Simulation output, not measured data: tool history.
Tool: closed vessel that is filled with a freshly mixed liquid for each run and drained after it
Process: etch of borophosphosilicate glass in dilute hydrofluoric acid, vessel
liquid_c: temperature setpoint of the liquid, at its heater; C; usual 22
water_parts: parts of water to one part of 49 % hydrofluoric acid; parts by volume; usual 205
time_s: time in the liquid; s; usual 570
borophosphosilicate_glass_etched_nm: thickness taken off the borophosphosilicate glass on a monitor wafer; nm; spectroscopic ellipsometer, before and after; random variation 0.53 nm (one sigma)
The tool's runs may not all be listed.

run	hour	liquid_c	water_parts	time_s	read-back film thickness of the borophosphosilicate glass reference wafer, read on the same gauge (nm)	borophosphosilicate_glass_etched_nm
1	0	22	205	570	69.95	55.99
2	35.2	22	205	570	70.03	55.35
3	60.1	22	205	570	70	54.88
4	86.4	22	205	570	69.98	54.85
5	121.5	22	205	570	70.02	54.73
6	150.1	22	205	570	69.99	53.99
7	175.8	22	285	570	69.98	35.52
# hour 186.5: gauge calibrated
# hour 187.7: hydrofluoric acid flow meter replaced
# hour 197.4: thermometer replaced
8	211.6	22	230	570	69.98	55.16
9	226.3	17.5	240	735	69.99	56.64
10	238.8	22	205	570	69.96	64.53
11	267.8	22	205	570	70	63.17
12	280.7	20	140	570	69.98	92.77

The next listed run, before its measurement:
13	312.4	24	120	445	?	?

Run 13 gave read-back film thickness of the borophosphosilicate glass reference wafer, read on the same gauge (nm) 70.04, borophosphosilicate_glass_etched_nm 99.73 nm.
Without the tool's hidden state the same run would have given borophosphosilicate_glass_etched_nm 102.17 nm.
